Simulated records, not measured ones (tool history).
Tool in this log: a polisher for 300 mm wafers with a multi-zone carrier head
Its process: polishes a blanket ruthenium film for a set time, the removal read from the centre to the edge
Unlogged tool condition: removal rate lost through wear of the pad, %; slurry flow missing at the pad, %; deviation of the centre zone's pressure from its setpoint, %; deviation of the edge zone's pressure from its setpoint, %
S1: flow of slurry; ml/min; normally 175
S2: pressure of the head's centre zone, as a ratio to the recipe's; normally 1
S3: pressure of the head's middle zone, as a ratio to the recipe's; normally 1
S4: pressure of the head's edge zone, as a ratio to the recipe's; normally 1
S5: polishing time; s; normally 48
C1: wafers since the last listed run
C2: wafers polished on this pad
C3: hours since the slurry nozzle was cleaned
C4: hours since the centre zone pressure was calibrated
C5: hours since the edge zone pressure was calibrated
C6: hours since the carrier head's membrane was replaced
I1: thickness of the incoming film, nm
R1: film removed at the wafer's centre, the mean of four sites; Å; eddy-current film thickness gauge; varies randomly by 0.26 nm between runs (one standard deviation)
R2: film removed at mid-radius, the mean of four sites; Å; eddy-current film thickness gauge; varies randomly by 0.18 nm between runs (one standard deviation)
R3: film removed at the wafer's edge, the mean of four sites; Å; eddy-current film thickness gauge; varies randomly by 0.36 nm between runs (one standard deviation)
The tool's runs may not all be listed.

| run | hour | S1 | S2 | S3 | S4 | S5 | C1 | C2 | C3 | C4 | C5 | C6 | I1 | R1 | R2 | R3 |
|---|---|---|---|---|---|---|---|---|---|---|---|---|---|---|---|---|
| 1 | 0 | 175 | 0.96 | 1 | 1 | 59 | 0 | 8386 | 738.4 | 357.1 | 198.8 | 596.7 | 526.2 | 316 | 331 | 327 |
| 2 | 42.2 | 230 | 1.05 | 1 | 1 | 35 | 616 | 9003 | 780.6 | 399.3 | 241 | 638.9 | 520.7 | 215 | 202 | 204 |
| 3 | 93 | 175 | 0.91 | 1.11 | 1.08 | 48 | 742 | 9745 | 831.4 | 450.1 | 291.8 | 689.7 | 529.4 | 242 | 290 | 282 |
|  | 107.3 | carrier head's membrane replaced by a new one |
|  | 129.3 | slurry nozzle cleaned |
| 4 | 147.2 | 175 | 1.06 | 1 | 1 | 48 | 704 | 10450 | 17.9 | 504.3 | 346 | 39.9 | 528.4 | 289 | 273 | 274 |
| 5 | 203.8 | 120 | 1 | 1 | 1 | 48 | 827 | 11277 | 74.5 | 560.9 | 402.6 | 96.5 | 531.9 | 246 | 246 | 253 |
|  | 255.6 | worn pad replaced by a new one |
| 6 | 290.1 | 175 | 1 | 0.9 | 1 | 48 | 1202 | 504 | 160.8 | 647.2 | 488.9 | 182.8 | 531.3 | 270 | 253 | 273 |
|  | 322.1 | centre zone pressure recalibrated |
| 7 | 373.9 | 175 | 1 | 1 | 1 | 48 | 1195 | 1700 | 244.6 | 51.8 | 572.7 | 266.6 | 533.7 | 265 | 271 | 269 |
| 8 | 434.2 | 175 | 1 | 1.08 | 1 | 48 | 881 | 2581 | 304.9 | 112.1 | 633 | 326.9 | 535 | 269 | 279 | 265 |
| 9 | 541.2 | 175 | 1 | 1 | 1.06 | 48 | 1564 | 4145 | 411.9 | 219.1 | 740 | 433.9 | 533.3 | 268 | 266 | 277 |
|  | 595.4 | edge zone pressure recalibrated |
| 10 | 643.3 | 135 | 1 | 0.89 | 0.93 | 36 | 1463 | 5608 | 514 | 321.2 | 47.9 | 536 | 532.4 | 188 | 177 | 189 |
| 11 | 744.8 | 175 | 0.91 | 1.11 | 1.08 | 48 | 1483 | 7092 | 615.5 | 422.7 | 149.4 | 637.5 | 532.1 | 247 | 286 | 271 |
|  | 780.7 | slurry nozzle cleaned |
| 12 | 846.4 | 175 | 1 | 1 | 1 | 48 | 1470 | 8563 | 65.7 | 524.3 | 251 | 739.1 | 524.5 | 274 | 266 | 268 |
|  | 882.8 | carrier head's membrane replaced by a new one |
|  | 955.3 | worn pad replaced by a new one |
|  | 1037.3 | centre zone pressure recalibrated |
| 13 | 1059.9 | 120 | 1 | 1 | 0.91 | 48 | 2959 | 1499 | 279.2 | 22.6 | 464.5 | 177.1 | 531 | 245 | 246 | 240 |
| 14 | 1167.5 | 225 | 0.93 | 1.09 | 1 | 31 | 1572 | 3072 | 386.8 | 130.2 | 572.1 | 284.7 | 539.9 | 170 | 192 | 177 |
| 15 | 1266.6 | 135 | 1 | 1 | 1 | 48 | 1448 | 4520 | 485.9 | 229.3 | 671.2 | 383.8 | 538.5 | 252 | 253 | 255 |
|  | 1271.3 | edge zone pressure recalibrated |
| 16 | 1373.2 | 175 | 1 | 1 | 1.07 | 48 | 1528 | 6049 | 592.5 | 335.9 | 101.9 | 490.4 | 529.2 | 269 | 268 | 274 |
| 17 | 1439.3 | 195 | 1 | 1 | 1 | 48 | 966 | 7016 | 658.6 | 402 | 168 | 556.5 | 534.5 | 269 | 272 | 272 |
| 18 | 1482.5 | 210 | 1 | 0.91 | 1.09 | 58 | 631 | 7647 | 701.8 | 445.2 | 211.2 | 599.7 | 531 | 335 | 315 | 343 |
|  | 1539.2 | carrier head's membrane replaced by a new one |
| 19 | 1539.7 | 120 | 1 | 1 | 1 | 63 | 763 | 8410 | 759 | 502.4 | 268.4 | 0.5 | 533.7 | 316 | 322 | 332 |
|  | 1556.7 | slurry nozzle cleaned |
| 20 | 1639.7 | 175 | 1 | 1 | 0.9 | 48 | 1447 | 9857 | 83 | 602.4 | 368.4 | 100.5 | 533.9 | 270 | 265 | 262 |
| 21 | 1703.2 | 175 | 1 | 1 | 1 | 48 | 928 | 10785 | 146.5 | 665.9 | 431.9 | 164 | 531.2 | 266 | 266 | 269 |

Run 22 comes next. What will it give?
| 22 | 1741.3 | 175 | 1.03 | 0.94 | 0.92 | 48 | 556 | 11342 | 184.6 | 704 | 470 | 202.1 | 531.5 | ? | ? | ? |

R1: 274 Å
R2: 253 Å
R3: 261 Å
The same run, on a tool lacking any hidden state, would have yielded R1 274 Å, R2 253 Å, R3 261 Å.
